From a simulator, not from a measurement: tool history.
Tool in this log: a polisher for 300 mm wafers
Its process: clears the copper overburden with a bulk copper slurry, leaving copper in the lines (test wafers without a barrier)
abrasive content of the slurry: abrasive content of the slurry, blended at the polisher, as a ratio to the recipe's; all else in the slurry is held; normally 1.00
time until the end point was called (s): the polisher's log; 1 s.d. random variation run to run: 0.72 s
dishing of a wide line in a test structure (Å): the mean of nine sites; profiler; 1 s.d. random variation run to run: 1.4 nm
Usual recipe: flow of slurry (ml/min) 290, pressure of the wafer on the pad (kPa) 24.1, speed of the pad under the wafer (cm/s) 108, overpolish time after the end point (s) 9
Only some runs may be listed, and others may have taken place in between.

run,hour,flow of slurry (ml/min),pressure of the wafer on the pad (kPa),speed of the pad under the wafer (cm/s),abrasive content of the slurry,overpolish time after the end point (s),"incoming thickness of the incoming film, nm",time until the end point was called (s),dishing of a wide line in a test structure (Å)
1,0.0,290,24.1,108,1.00,9,862.3,77.2,598
2,7.5,290,24.1,108,1.00,9,860.5,77.5,610
3,18.4,290,24.1,108,1.00,9,844.8,75.6,626
4,29.8,235,24.1,108,1.00,9,842.2,77.4,614
5,47.6,235,24.1,108,1.00,9,858.1,79.1,604
6,54.4,290,24.1,108,1.00,13,872.1,81.0,808
7,70.5,290,24.1,108,1.00,13,858.0,78.5,796
8,85.1,290,24.1,108,1.00,9,871.0,79.9,593
9,99.5,290,24.1,108,1.00,9,844.2,78.8,620
10,114.9,290,24.1,108,1.00,9,862.0,81.5,582
11,129.9,330,19.3,108,1.00,9,859.6,100.9,476
12,136.2,290,24.1,108,0.85,9,859.1,84.4,562
13,148.2,290,24.1,142,0.85,9,864.9,71.5,649
14,154.4,290,24.1,108,1.00,14,865.4,84.5,796
# hour 165.8: slurry blender recalibrated
15,168.4,290,31.7,108,1.00,9,872.0,58.1,751
16,179.5,245,24.1,128,1.00,5,864.1,68.5,394
# hour 187.9: worn pad replaced by a new one
# hour 190.2: head pressure recalibrated
17,190.7,290,24.1,108,1.00,9,854.4,76.3,594
18,206.1,345,15.9,108,1.25,4,860.6,109.8,229
19,215.8,290,24.1,108,1.00,9,858.9,76.8,627
# hour 224.4: slurry nozzle cleaned
20,229.6,290,24.1,108,0.80,5,869.7,84.5,372
21,239.4,200,24.1,108,0.70,4,854.6,89.0,276
22,291.3,350,24.1,108,1.00,6,862.5,76.7,440

For run 23, what comes out?
23,299.5,245,24.1,108,1.20,9,869.5,?,?

time until the end point was called (s): 75.3
dishing of a wide line in a test structure (Å): 615
Without the tool's hidden state the same run would have given time until the end point was called (s) 72.9, dishing of a wide line in a test structure (Å) 631.
